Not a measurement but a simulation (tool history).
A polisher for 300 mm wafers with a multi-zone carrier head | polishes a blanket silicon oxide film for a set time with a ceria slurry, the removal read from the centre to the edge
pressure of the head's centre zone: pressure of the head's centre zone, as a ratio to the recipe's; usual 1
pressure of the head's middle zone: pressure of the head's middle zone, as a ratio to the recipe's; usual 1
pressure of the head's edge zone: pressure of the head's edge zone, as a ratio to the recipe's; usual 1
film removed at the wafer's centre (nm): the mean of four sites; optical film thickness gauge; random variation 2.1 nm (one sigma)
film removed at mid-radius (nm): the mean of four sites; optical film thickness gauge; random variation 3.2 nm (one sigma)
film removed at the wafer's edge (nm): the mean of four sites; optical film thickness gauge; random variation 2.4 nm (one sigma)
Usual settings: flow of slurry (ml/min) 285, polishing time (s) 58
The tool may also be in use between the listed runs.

run	hour	flow of slurry (ml/min)	pressure of the head's centre zone	pressure of the head's middle zone	pressure of the head's edge zone	polishing time (s)	incoming thickness of the incoming film, nm	film removed at the wafer's centre (nm)	film removed at mid-radius (nm)	film removed at the wafer's edge (nm)
1	0	285	1	1	1	58	1875.9	259.6	293.6	297
2	8.7	285	1	1	1	58	1865.8	257.8	300	290.9
3	17	285	1	1	1	58	1862.1	253.6	289	297.2
4	28	355	1	1	1	58	1904.7	266.2	305.4	298.3
5	34.3	355	1	1	1	58	1888.1	263.2	301.3	296.8
6	48.2	285	1	1	1	58	1854.8	256.1	287.6	291.1
7	59.6	285	1	1	1	58	1857	255.2	296.9	291.1
# hour 62.1: edge zone pressure recalibrated
# hour 65.9: worn pad replaced by a new one
# hour 72.2: carrier head's membrane replaced by a new one
# hour 72.4: slurry nozzle cleaned
8	77.3	285	1	1	1.07	58	1868.6	264.4	312.5	310.1
# hour 80.3: centre zone pressure recalibrated
9	92.2	285	1.04	0.92	0.91	58	1845.7	318	282.9	287.4
10	102.3	285	1	1	1	58	1873.3	305.8	310.6	299.4
11	119.7	340	1.09	1	1	58	1880.3	336.9	307.3	304.4
12	126.7	285	1	1	1	58	1877.6	301.7	306	298.1
13	135	285	0.93	1	1	75	1870.6	372.7	395.6	394.4
14	152.1	285	1	1	1	58	1902.1	306	306.3	300.2
15	164.7	285	1.05	1	0.94	58	1899.7	316.2	304.7	288
# hour 186.1: worn pad replaced by a new one
16	186.6	285	1.1	0.96	0.93	58	1852.4	330.1	291.1	293.4
17	193.3	285	1	1	1.11	58	1839.9	302.1	302.9	316
18	206.2	255	1	1	1	58	1857.3	299.8	296.1	296
19	215.2	285	1.09	0.91	1.05	39	1890.8	220.2	189.5	207
20	231.8	285	1	1	1	44	1891.2	227.3	232.1	226.4
21	245	285	1.08	1.04	1	66	1870.5	365.5	351.5	337.6

Forecast each of these 5 alternatives for the next run:
A	245.4	285	1	1	1	58	1883.5	?	?	?
B	245.4	285	0.95	1	1	58	1883.5	?	?	?
C	245.4	285	1	1	0.94	58	1883.5	?	?	?
D	245.4	240	1	1.07	1	58	1883.5	?	?	?
E	245.4	250	1	1.12	1.09	58	1883.5	?	?	?

run	film removed at the wafer's centre (nm)	film removed at mid-radius (nm)	film removed at the wafer's edge (nm)
A	298.2	299.3	294.2
B	284.9	299.3	294.2
C	298.2	299.3	285.7
D	292.7	311.5	290.2
E	294.1	325.3	303.5
Without the tool's hidden state the same runs would have given:
run	film removed at the wafer's centre (nm)	film removed at mid-radius (nm)	film removed at the wafer's edge (nm)
A	307.4	307.1	300
B	293.8	307.1	300
C	307.4	307.1	291.3
D	302.9	320.7	296.6
E	304.1	334.6	310

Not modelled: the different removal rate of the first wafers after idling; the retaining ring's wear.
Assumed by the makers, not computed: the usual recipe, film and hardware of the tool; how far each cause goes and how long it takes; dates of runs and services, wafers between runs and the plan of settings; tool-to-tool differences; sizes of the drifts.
